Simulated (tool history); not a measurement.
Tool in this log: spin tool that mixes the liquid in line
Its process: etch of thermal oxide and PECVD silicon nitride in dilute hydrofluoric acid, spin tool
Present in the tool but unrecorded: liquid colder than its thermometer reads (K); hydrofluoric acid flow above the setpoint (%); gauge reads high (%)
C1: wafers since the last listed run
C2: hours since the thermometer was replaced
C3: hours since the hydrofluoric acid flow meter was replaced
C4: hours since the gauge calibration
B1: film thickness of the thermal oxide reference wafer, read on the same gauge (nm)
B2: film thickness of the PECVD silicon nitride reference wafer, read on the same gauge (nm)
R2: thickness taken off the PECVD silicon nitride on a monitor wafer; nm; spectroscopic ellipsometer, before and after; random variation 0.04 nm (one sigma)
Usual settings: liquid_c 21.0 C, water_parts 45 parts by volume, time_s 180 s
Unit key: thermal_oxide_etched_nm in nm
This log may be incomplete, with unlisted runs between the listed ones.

Run 1, hour 0.0: usual settings; C1 0; C2 193.6; C3 576.8; C4 2892.2; B1 109.71; B2 87.78. Result: thermal_oxide_etched_nm 20.10 nm, R2 13.80 nm.
Run 2, hour 105.5: usual settings but time_s 225 s; C1 435; C2 299.1; C3 682.3; C4 2997.7; B1 109.78; B2 87.85. Result: thermal_oxide_etched_nm 25.10 nm, R2 17.19 nm.
Run 3, hour 175.0: usual settings but time_s 225 s; C1 286; C2 368.6; C3 751.8; C4 3067.2; B1 109.81; B2 87.85. Result: thermal_oxide_etched_nm 25.12 nm, R2 17.13 nm.
Run 4, hour 265.9: usual settings but time_s 225 s; C1 374; C2 459.5; C3 842.7; C4 3158.1; B1 109.89; B2 87.92. Result: thermal_oxide_etched_nm 25.15 nm, R2 17.33 nm.
Run 5, hour 333.1: usual settings but liquid_c 24.0 C, water_parts 55 parts by volume, time_s 80 s; C1 277; C2 526.7; C3 909.9; C4 3225.3; B1 109.93; B2 87.95. Result: thermal_oxide_etched_nm 8.26 nm, R2 6.21 nm.
Run 6, hour 396.8: usual settings but liquid_c 19.0 C, time_s 140 s; C1 262; C2 590.4; C3 973.6; C4 3289.0; B1 109.96; B2 87.99. Result: thermal_oxide_etched_nm 14.22 nm, R2 9.27 nm.
Run 7, hour 484.4: usual settings but liquid_c 17.0 C; C1 361; C2 678.0; C3 1061.2; C4 3376.6; B1 110.01; B2 88.01. Result: thermal_oxide_etched_nm 16.76 nm, R2 10.43 nm.
Run 8, hour 557.8: usual settings but time_s 230 s; C1 302; C2 751.4; C3 1134.6; C4 3450.0; B1 110.07; B2 88.07. Result: thermal_oxide_etched_nm 26.07 nm, R2 17.59 nm.
At hour 581.8: hydrofluoric acid flow meter replaced.
Run 9, hour 612.2: usual settings but time_s 135 s; C1 220; C2 805.8; C3 30.4; C4 3504.4; B1 110.07; B2 88.04. Result: thermal_oxide_etched_nm 15.10 nm, R2 10.37 nm.
Run 10, hour 667.2: usual settings but water_parts 55 parts by volume, time_s 95 s; C1 226; C2 860.8; C3 85.4; C4 3559.4; B1 110.09; B2 88.09. Result: thermal_oxide_etched_nm 8.54 nm, R2 5.96 nm.
Run 11, hour 733.1: usual settings but liquid_c 18.0 C, water_parts 60 parts by volume; C1 271; C2 926.7; C3 151.3; C4 3625.3; B1 110.14; B2 88.11. Result: thermal_oxide_etched_nm 12.81 nm, R2 8.46 nm.
Run 12, hour 795.5: usual settings; C1 257; C2 989.1; C3 213.7; C4 3687.7; B1 110.18; B2 88.14. Result: thermal_oxide_etched_nm 20.10 nm, R2 13.82 nm.
Run 13, hour 847.8: usual settings but liquid_c 17.0 C, time_s 95 s; C1 215; C2 1041.4; C3 266.0; C4 3740.0; B1 110.20; B2 88.14. Result: thermal_oxide_etched_nm 8.95 nm, R2 5.52 nm.
Run 14, hour 897.4: usual settings; C1 204; C2 1091.0; C3 315.6; C4 3789.6; B1 110.21; B2 88.17. Result: thermal_oxide_etched_nm 20.16 nm, R2 13.80 nm.
Run 15, hour 956.8: usual settings but water_parts 50 parts by volume; C1 245; C2 1150.4; C3 375.0; C4 3849.0; B1 110.23; B2 88.23. Result: thermal_oxide_etched_nm 17.85 nm, R2 12.44 nm.
At hour 961.4: gauge calibrated.
Run 16, hour 1024.5: usual settings but liquid_c 17.0 C, time_s 100 s; C1 279; C2 1218.1; C3 442.7; C4 63.1; B1 101.06; B2 80.89. Result: thermal_oxide_etched_nm 8.70 nm, R2 5.32 nm.
Run 17, hour 1120.0: usual settings; C1 393; C2 1313.6; C3 538.2; C4 158.6; B1 101.67; B2 81.34. Result: thermal_oxide_etched_nm 18.91 nm, R2 12.72 nm.
Run 18, hour 1217.0: usual settings but water_parts 60 parts by volume; C1 400; C2 1410.6; C3 635.2; C4 255.6; B1 102.26; B2 81.78. Result: thermal_oxide_etched_nm 13.58 nm, R2 9.68 nm.
Run 19, hour 1311.0: usual settings but time_s 130 s; C1 387; C2 1504.6; C3 729.2; C4 349.6; B1 102.75; B2 82.22. Result: thermal_oxide_etched_nm 13.47 nm, R2 9.28 nm.
Run 20, hour 1403.1: usual settings but water_parts 35 parts by volume; C1 379; C2 1596.7; C3 821.3; C4 441.7; B1 103.26; B2 82.61. Result: thermal_oxide_etched_nm 24.43 nm, R2 16.52 nm.
Run 21, hour 1510.9: usual settings but liquid_c 23.0 C, water_parts 65 parts by volume; C1 444; C2 1704.5; C3 929.1; C4 549.5; B1 103.77; B2 83.01. Result: thermal_oxide_etched_nm 13.97 nm, R2 10.32 nm.
At hour 1525.8: hydrofluoric acid flow meter replaced.
Run 22, hour 1601.3: usual settings; C1 368; C2 1794.9; C3 75.5; C4 639.9; B1 104.16; B2 83.34. Result: thermal_oxide_etched_nm 19.04 nm, R2 13.09 nm.
Run 23, hour 1708.9: usual settings but liquid_c 25.0 C, time_s 95 s; C1 443; C2 1902.5; C3 183.1; C4 747.5; B1 104.61; B2 83.68. Result: thermal_oxide_etched_nm 11.87 nm, R2 9.11 nm.
Run 24, hour 1782.1: usual settings; C1 301; C2 1975.7; C3 256.3; C4 820.7; B1 104.91; B2 83.92. Result: thermal_oxide_etched_nm 19.15 nm, R2 13.18 nm.
At hour 1803.7: thermometer replaced.
Run 25, hour 1869.6: usual settings; C1 356; C2 65.9; C3 343.8; C4 908.2; B1 105.22; B2 84.15. Result: thermal_oxide_etched_nm 19.28 nm, R2 13.21 nm.
Run 26, hour 1974.7: usual settings but water_parts 40 parts by volume; C1 433; C2 171.0; C3 448.9; C4 1013.3; B1 105.58; B2 84.45. Result: thermal_oxide_etched_nm 21.87 nm, R2 14.84 nm.

Here are 4 independent what-if runs from the current tool condition. What would each one return?
Run A, hour 1975.2: usual settings; C1 2; C2 171.5; C3 449.4; C4 1013.8; B1 ?; B2 ?. Result: thermal_oxide_etched_nm ?, R2 ?.
Run B, hour 1975.2: usual settings but time_s 235 s; C1 2; C2 171.5; C3 449.4; C4 1013.8; B1 ?; B2 ?. Result: thermal_oxide_etched_nm ?, R2 ?.
Run C, hour 1975.2: usual settings but time_s 105 s; C1 2; C2 171.5; C3 449.4; C4 1013.8; B1 ?; B2 ?. Result: thermal_oxide_etched_nm ?, R2 ?.
Run D, hour 1975.2: usual settings but liquid_c 25.5 C, water_parts 55 parts by volume, time_s 115 s; C1 2; C2 171.5; C3 449.4; C4 1013.8; B1 ?; B2 ?. Result: thermal_oxide_etched_nm ?, R2 ?.

run      B1     B2  thermal_oxide_etched_nm     R2
  A  105.59  84.46                    19.58  13.27
  B  105.59  84.46                    25.56  17.32
  C  105.59  84.46                    11.42   7.74
  D  105.59  84.46                    12.17   9.45
What these runs would have given with no unlogged condition in the tool:
run  thermal_oxide_etched_nm     R2
  A                    18.55  12.57
  B                    24.21  16.41
  C                    10.82   7.33
  D                    11.53   8.96

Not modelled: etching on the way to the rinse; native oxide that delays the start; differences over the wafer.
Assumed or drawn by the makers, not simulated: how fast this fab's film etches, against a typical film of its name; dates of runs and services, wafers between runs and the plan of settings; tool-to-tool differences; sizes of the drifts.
